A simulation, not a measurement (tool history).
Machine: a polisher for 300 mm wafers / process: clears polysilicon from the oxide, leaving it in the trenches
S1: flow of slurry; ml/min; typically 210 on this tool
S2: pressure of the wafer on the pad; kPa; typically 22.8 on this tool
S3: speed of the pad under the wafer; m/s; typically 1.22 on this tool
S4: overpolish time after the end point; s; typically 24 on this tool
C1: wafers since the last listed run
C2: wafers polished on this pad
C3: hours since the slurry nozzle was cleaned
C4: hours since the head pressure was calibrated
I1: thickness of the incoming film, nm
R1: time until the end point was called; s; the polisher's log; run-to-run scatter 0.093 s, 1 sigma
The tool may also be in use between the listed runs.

| run | day | S1 | S2 | S3 | S4 | C1 | C2 | C3 | C4 | I1 | R1 |
|---|---|---|---|---|---|---|---|---|---|---|---|
| 1 | 0.000 | 210 | 22.8 | 1.22 | 24 | 0 | 150 | 534.4 | 999.0 | 323.4 | 16.7 |
| 2 | 0.454 | 210 | 22.8 | 1.22 | 24 | 100 | 250 | 545.3 | 1009.9 | 315.0 | 16.6 |
| 3 | 0.879 | 210 | 22.8 | 1.22 | 24 | 93 | 344 | 555.5 | 1020.1 | 318.9 | 17.1 |
| 4 | 1.538 | 210 | 22.8 | 1.22 | 24 | 145 | 490 | 571.3 | 1035.9 | 317.7 | 17.3 |
| 5 | 1.962 | 210 | 22.8 | 1.22 | 24 | 93 | 584 | 581.5 | 1046.1 | 319.3 | 17.6 |
|  | 2.325 | slurry nozzle cleaned |
| 6 | 2.554 | 210 | 22.8 | 1.22 | 24 | 121 | 705 | 5.5 | 1060.3 | 319.7 | 15.2 |
|  | 2.796 | worn pad replaced by a new one |
| 7 | 3.046 | 210 | 22.8 | 1.22 | 24 | 71 | 55 | 17.3 | 1072.1 | 315.4 | 14.7 |
|  | 3.675 | head pressure recalibrated |
| 8 | 4.342 | 210 | 28.3 | 1.22 | 19 | 268 | 323 | 48.4 | 16.0 | 324.5 | 12.3 |
| 9 | 4.988 | 140 | 22.8 | 1.22 | 24 | 142 | 466 | 63.9 | 31.5 | 316.9 | 16.2 |
| 10 | 5.238 | 185 | 28.3 | 0.84 | 13 | 55 | 521 | 69.9 | 37.5 | 323.4 | 17.4 |
| 11 | 5.988 | 210 | 22.8 | 1.10 | 24 | 165 | 687 | 87.9 | 55.5 | 316.9 | 16.6 |
|  | 6.775 | worn pad replaced by a new one |
| 12 | 6.796 | 210 | 22.8 | 1.22 | 24 | 141 | 4 | 107.3 | 74.9 | 320.7 | 14.9 |
| 13 | 6.875 | 210 | 15.9 | 1.22 | 15 | 17 | 21 | 109.2 | 76.8 | 319.4 | 21.5 |
| 14 | 7.421 | 210 | 18.6 | 1.22 | 33 | 120 | 142 | 122.3 | 89.9 | 321.3 | 18.5 |

Here are 4 independent what-if runs from the current tool condition. What would each one return?
| A | 7.438 | 210 | 22.8 | 1.22 | 24 | 3 | 146 | 122.7 | 90.3 | 323.0 | ? |
| B | 7.438 | 235 | 29.6 | 1.22 | 18 | 3 | 146 | 122.7 | 90.3 | 323.0 | ? |
| C | 7.438 | 175 | 22.8 | 1.22 | 24 | 3 | 146 | 122.7 | 90.3 | 323.0 | ? |
| D | 7.438 | 210 | 22.8 | 0.88 | 24 | 3 | 146 | 122.7 | 90.3 | 323.0 | ? |

| run | R1 |
|---|---|
| A | 14.9 |
| B | 11.3 |
| C | 15.4 |
| D | 19.9 |
Without the tool's unlogged condition, the same runs would have read:
| run | R1 |
|---|---|
| A | 14.5 |
| B | 11.0 |
| C | 14.9 |
| D | 19.3 |

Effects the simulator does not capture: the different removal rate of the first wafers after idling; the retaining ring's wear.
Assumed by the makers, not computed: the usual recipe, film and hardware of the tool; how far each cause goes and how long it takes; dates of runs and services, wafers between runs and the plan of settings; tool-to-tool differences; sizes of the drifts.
